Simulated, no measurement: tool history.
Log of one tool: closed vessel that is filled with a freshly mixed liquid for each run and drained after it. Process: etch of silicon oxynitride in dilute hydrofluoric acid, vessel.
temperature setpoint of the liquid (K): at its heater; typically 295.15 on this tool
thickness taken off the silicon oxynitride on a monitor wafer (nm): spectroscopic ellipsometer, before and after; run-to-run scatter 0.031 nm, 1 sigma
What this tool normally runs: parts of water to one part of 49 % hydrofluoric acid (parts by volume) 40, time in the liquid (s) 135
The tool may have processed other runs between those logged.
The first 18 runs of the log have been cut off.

run	hour	temperature setpoint of the liquid (K)	parts of water to one part of 49 % hydrofluoric acid (parts by volume)	time in the liquid (s)	wafers since the last listed run	hours since the thermometer was replaced	hours since the hydrofluoric acid flow meter was replaced	hours since the gauge calibration	read-back film thickness of the silicon oxynitride reference wafer, read on the same gauge (nm)	thickness taken off the silicon oxynitride on a monitor wafer (nm)
# hour 537.3: thermometer replaced
19	560.0	297.65	35	135	1845	22.7	47.8	767.3	60.005	6.265
20	574.2	290.15	40	135	1115	36.9	62.0	781.5	59.996	3.748
21	597.7	295.15	40	175	1845	60.4	85.5	805.0	59.977	6.290
22	621.7	295.15	40	200	1884	84.4	109.5	829.0	59.992	7.162
# hour 631.2: gauge calibrated
23	642.3	299.15	40	135	1617	105.0	130.1	11.1	59.993	5.881
24	674.3	298.65	50	205	2512	137.0	162.1	43.1	60.011	6.971
25	689.5	297.65	30	205	1193	152.2	177.3	58.3	59.984	11.181
26	723.3	290.65	40	135	2654	186.0	211.1	92.1	59.999	3.884
27	749.5	290.65	30	70	2057	212.2	237.3	118.3	60.004	2.714
28	762.5	295.15	40	135	1020	225.2	250.3	131.3	60.004	4.905
29	784.5	298.65	40	135	1727	247.2	272.3	153.3	60.017	5.816
30	810.7	295.15	40	135	2057	273.4	298.5	179.5	59.983	4.908
31	824.7	297.15	50	135	1099	287.4	312.5	193.5	60.002	4.305
32	858.0	298.65	60	135	2614	320.7	345.8	226.8	59.996	3.837
33	880.0	296.65	25	205	1727	342.7	367.8	248.8	60.022	13.149
34	910.9	292.65	55	135	2426	373.6	398.7	279.7	60.002	3.158

3 ways to go on from here, each from the tool as it stands after run 34. What would each give?
A	911.6	295.15	40	135	54	374.3	399.4	280.4	?	?
B	911.6	297.15	30	55	54	374.3	399.4	280.4	?	?
C	911.6	291.15	25	135	54	374.3	399.4	280.4	?	?

run	read-back film thickness of the silicon oxynitride reference wafer, read on the same gauge (nm)	thickness taken off the silicon oxynitride on a monitor wafer (nm)
A	60.002	4.994
B	60.002	3.015
C	60.002	6.566
With the hidden condition removed and each run's random variation left untouched, the same runs would have given:
run	thickness taken off the silicon oxynitride on a monitor wafer (nm)
A	4.841
B	2.924
C	6.370
